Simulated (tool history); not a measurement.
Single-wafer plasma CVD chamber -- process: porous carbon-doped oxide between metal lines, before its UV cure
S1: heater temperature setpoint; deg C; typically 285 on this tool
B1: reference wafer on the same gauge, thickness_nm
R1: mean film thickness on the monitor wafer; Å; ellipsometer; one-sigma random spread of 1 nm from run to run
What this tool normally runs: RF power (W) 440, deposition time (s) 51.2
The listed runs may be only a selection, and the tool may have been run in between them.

{"run": 1, "hour": 0.0, "S1": 285, "RF power (W)": 490, "deposition time (s)": 51.2, "B1": 231.031, "R1": 2861.19}
{"run": 2, "hour": 170.4, "S1": 285, "RF power (W)": 490, "deposition time (s)": 51.2, "B1": 231.184, "R1": 2860.66}
{"run": 3, "hour": 206.5, "S1": 285, "RF power (W)": 490, "deposition time (s)": 51.2, "B1": 230.984, "R1": 2845.04}
{"run": 4, "hour": 311.5, "S1": 282, "RF power (W)": 440, "deposition time (s)": 44.6, "B1": 230.979, "R1": 2311.94}
{"run": 5, "hour": 379.6, "S1": 282, "RF power (W)": 440, "deposition time (s)": 44.6, "B1": 230.991, "R1": 2318.92}
{"run": 6, "hour": 466.1, "S1": 285, "RF power (W)": 375, "deposition time (s)": 51.2, "B1": 230.914, "R1": 2260.95}
{"run": 7, "hour": 563.9, "S1": 285, "RF power (W)": 375, "deposition time (s)": 51.2, "B1": 231.053, "R1": 2354.55}
{"run": 8, "hour": 662.0, "S1": 285, "RF power (W)": 440, "deposition time (s)": 46.8, "B1": 230.805, "R1": 2463.12}
{"run": 9, "hour": 765.5, "S1": 285, "RF power (W)": 440, "deposition time (s)": 46.8, "B1": 231.327, "R1": 2446.03}
{"run": 10, "hour": 813.8, "S1": 285, "RF power (W)": 440, "deposition time (s)": 46.8, "B1": 231.011, "R1": 2441.55}
{"run": 11, "hour": 1092.6, "S1": 285, "RF power (W)": 440, "deposition time (s)": 51.2, "B1": 230.97, "R1": 2643.1}
{"run": 12, "hour": 1149.0, "S1": 285, "RF power (W)": 440, "deposition time (s)": 51.2, "B1": 231.023, "R1": 2652.84}
{"run": 13, "hour": 1228.5, "S1": 285, "RF power (W)": 440, "deposition time (s)": 51.2, "B1": 231.071, "R1": 2641.02}
{"run": 14, "hour": 1509.3, "S1": 280, "RF power (W)": 440, "deposition time (s)": 51.2, "B1": 231, "R1": 2704.61}
{"run": 15, "hour": 1599.5, "S1": 285, "RF power (W)": 440, "deposition time (s)": 61, "B1": 231.158, "R1": 3137.99}
{"run": 16, "hour": 1686.5, "S1": 299, "RF power (W)": 515, "deposition time (s)": 55.5, "B1": 230.917, "R1": 2986.44}
{"run": 17, "hour": 1781.7, "S1": 285, "RF power (W)": 440, "deposition time (s)": 44.2, "B1": 230.992, "R1": 2259.24}
{"run": 18, "hour": 1879.4, "S1": 285, "RF power (W)": 440, "deposition time (s)": 43.5, "B1": 230.806, "R1": 2235.51}
{"run": 19, "hour": 1956.2, "S1": 282, "RF power (W)": 440, "deposition time (s)": 44.6, "B1": 230.702, "R1": 2323.04}
{"run": 20, "hour": 1999.5, "S1": 281, "RF power (W)": 365, "deposition time (s)": 51.2, "B1": 230.86, "R1": 2264.13}
{"run": 21, "hour": 2064.9, "S1": 285, "RF power (W)": 440, "deposition time (s)": 51.2, "B1": 231.058, "R1": 2706.31}
{"run": 22, "hour": 2175.2, "S1": 285, "RF power (W)": 440, "deposition time (s)": 51.2, "B1": 231.159, "R1": 2683.74}
{"run": 23, "hour": 2220.9, "S1": 274, "RF power (W)": 485, "deposition time (s)": 59, "B1": 230.972, "R1": 3540.62}
{"run": 24, "hour": 2319.7, "S1": 294, "RF power (W)": 440, "deposition time (s)": 58.4, "B1": 231.19, "R1": 2879.5}
{"run": 25, "hour": 2422.5, "S1": 295, "RF power (W)": 475, "deposition time (s)": 43.8, "B1": 231.024, "R1": 2292.68}
{"run": 26, "hour": 2527.9, "S1": 285, "RF power (W)": 440, "deposition time (s)": 51.2, "B1": 231.13, "R1": 2641.01}
{"run": 27, "hour": 2632.3, "S1": 285, "RF power (W)": 440, "deposition time (s)": 59, "B1": 230.939, "R1": 2999.88}
{"run": 28, "hour": 2708.0, "S1": 295, "RF power (W)": 510, "deposition time (s)": 56.9, "B1": 231.275, "R1": 3104.72}

Withheld: 7 entries from between the runs. Position of each, and hidden state at the listed run before versus the listed run after:
After run 1, before run 2: thermocouple changed; heater temperature recalibrated (hour 167.2)
  delivered RF power above the setpoint (%): -5.13 -> -5.32
  the result without the hidden state subtracted from the measured one, R1: -117.26 -> -121.74 Å
After run 4, before run 5: gauge calibrated (hour 371.1)
  delivered RF power above the setpoint (%): -5.43 -> -5.47
  the result without the hidden state subtracted from the measured one, R1: -116.06 -> -117.41 Å
After run 6, before run 7: RF generator calibrated (hour 485.3)
  delivered RF power above the setpoint (%): -5.52 -> -0.928
  the result without the hidden state subtracted from the measured one, R1: -119.65 -> -19.96 Å
After run 10, before run 11: showerhead replaced (hour 850.4)
  delivered RF power above the setpoint (%): -2.69 -> -3.85
  the result without the hidden state subtracted from the measured one, R1: -59.1 -> -92.46 Å
After run 18, before run 19: thermocouple changed; heater temperature recalibrated (hour 1913)
  delivered RF power above the setpoint (%): -5.05 -> -5.1
  the result without the hidden state subtracted from the measured one, R1: -104.03 -> -109.09 Å
After run 20, before run 21: RF generator calibrated (hour 2038.2)
  delivered RF power above the setpoint (%): -5.12 -> -1.45
  the result without the hidden state subtracted from the measured one, R1: -110.61 -> -34.74 Å
After run 21, before run 22: gauge calibrated (hour 2097.9)
  delivered RF power above the setpoint (%): -1.45 -> -2.44
  the result without the hidden state subtracted from the measured one, R1: -34.74 -> -58.6 Å
